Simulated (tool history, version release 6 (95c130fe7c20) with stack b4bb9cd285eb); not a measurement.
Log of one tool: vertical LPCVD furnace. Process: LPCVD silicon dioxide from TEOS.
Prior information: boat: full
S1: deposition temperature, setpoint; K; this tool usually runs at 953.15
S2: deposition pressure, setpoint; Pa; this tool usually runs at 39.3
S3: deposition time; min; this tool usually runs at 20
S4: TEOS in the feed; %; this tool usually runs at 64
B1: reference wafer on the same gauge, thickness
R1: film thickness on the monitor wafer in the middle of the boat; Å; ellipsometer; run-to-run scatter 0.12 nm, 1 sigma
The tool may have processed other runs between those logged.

run   hour      S1    S2    S3  S4     B1      R1
  1      0  953.15  39.3    20  64  68.32   893.6
  2   20.4  953.15  39.3    20  64  68.29   894.7
  3   48.8  953.15    32    20  64   68.3   811.3
  4   82.4  953.15  39.3    20  64  68.29   896.9
  5  107.5  953.15  39.3    20  64  68.27   892.5
  6  140.4  953.15  39.3    20  64  68.34   895.1
  7  170.8  953.15  39.3    20  64   68.3   893.9
  8  196.6  953.15  39.3    20  64  68.31   894.2
  9  228.3  944.15  39.3    20  64   68.3   718.7
     271.8  -- pressure gauge zeroed
 10  272.3  953.15  39.3    13  64   68.3   564.6
 11  276.1  953.15  43.3    20  71  68.28   959.9
     309.1  -- TEOS flow controller replaced
 12  309.6  959.15  39.3    20  54   68.3   923.1
 13  322.5  949.15    44  27.5  64  68.31  1148.4
 14  389.2  957.15  39.3    20  64  68.27     955
 15    410  953.15  39.3    20  64   68.3   869.3
     461.5  -- thermocouples replaced and temperature profile calibrated
 16  511.4  953.15  39.3    20  64  68.31   829.2
 17  540.7  958.15  39.3    20  64  68.32   937.7
 18  559.6  953.15  43.3    20  64  68.31   871.5
 19  582.2  956.15  39.3    17  59  68.27   729.7
     585.8  -- gauge calibrated
 20  608.5  949.15    44  27.5  64  68.32  1097.7
 21  622.5  950.15  33.3  26.5  53  68.31   858.2

Forecast run 22:
 22  656.9  953.15  42  23  64   ?   ?

Run 22 gave B1 68.3, R1 991.5 Å.
The same run, on a tool lacking any hidden state, would have yielded R1 980.3 Å.
